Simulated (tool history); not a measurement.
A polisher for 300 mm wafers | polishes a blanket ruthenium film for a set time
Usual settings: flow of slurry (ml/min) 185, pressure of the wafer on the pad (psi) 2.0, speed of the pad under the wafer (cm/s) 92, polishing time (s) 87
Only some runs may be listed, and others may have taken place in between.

| run | hour | flow of slurry (ml/min) | pressure of the wafer on the pad (psi) | speed of the pad under the wafer (cm/s) | polishing time (s) | incoming thickness of the incoming film, nm | film removed (angstrom) |
|---|---|---|---|---|---|---|---|
| 1 | 0.0 | 185 | 2.0 | 92 | 96 | 569.0 | 1017 |
| 2 | 84.0 | 185 | 2.0 | 92 | 87 | 575.1 | 945 |
| 3 | 121.1 | 185 | 2.0 | 92 | 87 | 577.2 | 929 |
| 4 | 331.2 | 205 | 2.0 | 92 | 87 | 576.1 | 1003 |
|  | 365.3 | worn pad replaced by a new one |
| 5 | 368.9 | 205 | 2.0 | 92 | 87 | 569.3 | 1030 |
|  | 407.7 | head pressure recalibrated |
| 6 | 413.0 | 185 | 2.0 | 92 | 87 | 573.2 | 923 |
| 7 | 487.4 | 185 | 2.3 | 92 | 103 | 575.1 | 1267 |
| 8 | 556.1 | 185 | 2.3 | 92 | 103 | 567.8 | 1241 |
| 9 | 646.0 | 220 | 2.0 | 92 | 87 | 558.2 | 961 |
| 10 | 689.3 | 220 | 2.0 | 92 | 87 | 569.5 | 1006 |
|  | 750.0 | slurry nozzle cleaned |
| 11 | 765.3 | 185 | 2.0 | 114 | 87 | 568.7 | 1238 |
|  | 798.4 | worn pad replaced by a new one |
| 12 | 829.1 | 185 | 2.0 | 114 | 87 | 570.0 | 1237 |
|  | 872.0 | head pressure recalibrated |
| 13 | 894.4 | 135 | 2.3 | 92 | 87 | 569.9 | 975 |
| 14 | 961.7 | 185 | 2.3 | 92 | 87 | 564.6 | 1033 |
| 15 | 1021.1 | 185 | 2.3 | 92 | 87 | 572.6 | 1029 |
| 16 | 1065.0 | 185 | 2.0 | 92 | 87 | 564.2 | 970 |
| 17 | 1131.0 | 185 | 2.0 | 92 | 87 | 568.0 | 969 |
|  | 1189.6 | worn pad replaced by a new one |
| 18 | 1199.2 | 205 | 1.4 | 92 | 98 | 581.0 | 816 |
| 19 | 1260.2 | 185 | 2.0 | 68 | 87 | 577.8 | 739 |
| 20 | 1311.3 | 230 | 2.0 | 120 | 87 | 568.4 | 1310 |
|  | 1338.6 | head pressure recalibrated |
| 21 | 1377.9 | 150 | 1.4 | 114 | 79 | 564.1 | 770 |
| 22 | 1483.1 | 185 | 2.0 | 92 | 87 | 572.1 | 963 |
| 23 | 1519.4 | 185 | 2.0 | 104 | 67 | 572.1 | 834 |
|  | 1582.6 | worn pad replaced by a new one |
|  | 1593.5 | slurry nozzle cleaned |
| 24 | 1605.9 | 225 | 2.5 | 60 | 106 | 568.6 | 957 |
| 25 | 1682.0 | 185 | 2.0 | 102 | 58 | 577.0 | 734 |
| 26 | 1718.8 | 225 | 1.7 | 74 | 76 | 573.8 | 612 |
|  | 1732.2 | head pressure recalibrated |
| 27 | 1756.6 | 125 | 2.0 | 82 | 73 | 575.4 | 645 |
| 28 | 1837.5 | 185 | 2.0 | 92 | 87 | 577.0 | 935 |
| 29 | 1929.5 | 185 | 2.0 | 92 | 87 | 573.1 | 953 |
|  | 1973.8 | worn pad replaced by a new one |
| 30 | 1974.3 | 220 | 2.3 | 64 | 87 | 575.0 | 747 |
| 31 | 2025.6 | 185 | 1.8 | 92 | 112 | 578.6 | 1158 |
| 32 | 2072.7 | 240 | 2.5 | 92 | 87 | 564.2 | 1229 |
| 33 | 2162.8 | 185 | 2.0 | 92 | 87 | 571.1 | 1030 |
|  | 2239.2 | head pressure recalibrated |
| 34 | 2242.3 | 220 | 1.6 | 92 | 87 | 577.0 | 782 |

Predict each of these 4 candidate next runs independently; none follows another, all start after run 34:
| A | 2242.8 | 185 | 2.0 | 92 | 87 | 572.5 | ? |
| B | 2242.8 | 185 | 2.6 | 92 | 107 | 572.5 | ? |
| C | 2242.8 | 185 | 2.0 | 118 | 87 | 572.5 | ? |
| D | 2242.8 | 185 | 2.5 | 92 | 87 | 572.5 | ? |

| run | film removed (angstrom) |
|---|---|
| A | 923 |
| B | 1425 |
| C | 1184 |
| D | 1119 |
Take away the tool's hidden state, keep each run's random variation, and the runs would have read:
| run | film removed (angstrom) |
|---|---|
| A | 916 |
| B | 1414 |
| C | 1175 |
| D | 1111 |

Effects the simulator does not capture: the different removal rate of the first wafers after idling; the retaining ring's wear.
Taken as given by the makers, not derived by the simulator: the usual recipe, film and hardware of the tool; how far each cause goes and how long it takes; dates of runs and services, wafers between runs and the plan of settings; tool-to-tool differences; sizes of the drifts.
